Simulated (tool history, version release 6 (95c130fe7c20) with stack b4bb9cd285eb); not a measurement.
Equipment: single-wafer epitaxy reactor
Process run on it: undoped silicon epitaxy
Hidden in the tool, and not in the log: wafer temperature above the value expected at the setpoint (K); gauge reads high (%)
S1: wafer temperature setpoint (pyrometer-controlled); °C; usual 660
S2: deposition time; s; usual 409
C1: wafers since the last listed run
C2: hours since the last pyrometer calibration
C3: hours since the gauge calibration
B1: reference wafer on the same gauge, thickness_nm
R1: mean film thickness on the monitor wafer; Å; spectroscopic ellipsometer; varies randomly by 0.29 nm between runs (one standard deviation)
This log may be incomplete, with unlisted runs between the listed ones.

run	hour	S1	S2	C1	C2	C3	B1	R1
1	0.0	660	409	0	2029.0	212.5	89.389	787.16
2	60.4	660	409	307	2089.4	272.9	89.399	783.37
3	83.4	660	409	117	2112.4	295.9	89.407	781.21
4	102.3	660	409	96	2131.3	314.8	89.402	780.63
5	124.4	670	409	112	2153.4	336.9	89.386	965.14
6	156.2	670	409	161	2185.2	368.7	89.390	960.58
7	182.1	670	409	131	2211.1	394.6	89.394	958.20
8	205.3	660	409	118	2234.3	417.8	89.483	773.17
9	226.5	660	409	107	2255.5	439.0	89.453	768.87
10	257.7	668	451	158	2286.7	470.2	89.386	1006.97
11	283.3	656	374	130	2312.3	495.8	89.407	643.17
# hour 291.0: gauge calibrated
12	301.9	660	409	94	2330.9	10.9	89.414	768.05
# hour 341.0: pyrometer calibrated
13	341.5	647	489	160	0.5	50.5	89.402	752.51
14	356.6	648	474	76	15.6	65.6	89.425	745.92
15	372.2	660	409	79	31.2	81.2	89.402	833.50
16	404.1	660	371	162	63.1	113.1	89.437	761.61
17	425.9	654	447	110	84.9	134.9	89.381	807.96
18	453.4	652	464	139	112.4	162.4	89.391	802.48

Per-run results on a tool with no hidden state, each run keeping its own random variation:
run	R1
1	836.37
2	835.82
3	834.87
4	835.38
5	1032.94
6	1030.38
7	1029.76
8	833.67
9	830.36
10	1088.62
11	698.14
12	834.31
13	747.85
14	741.31
15	828.49
16	757.07
17	803.12
18	797.73
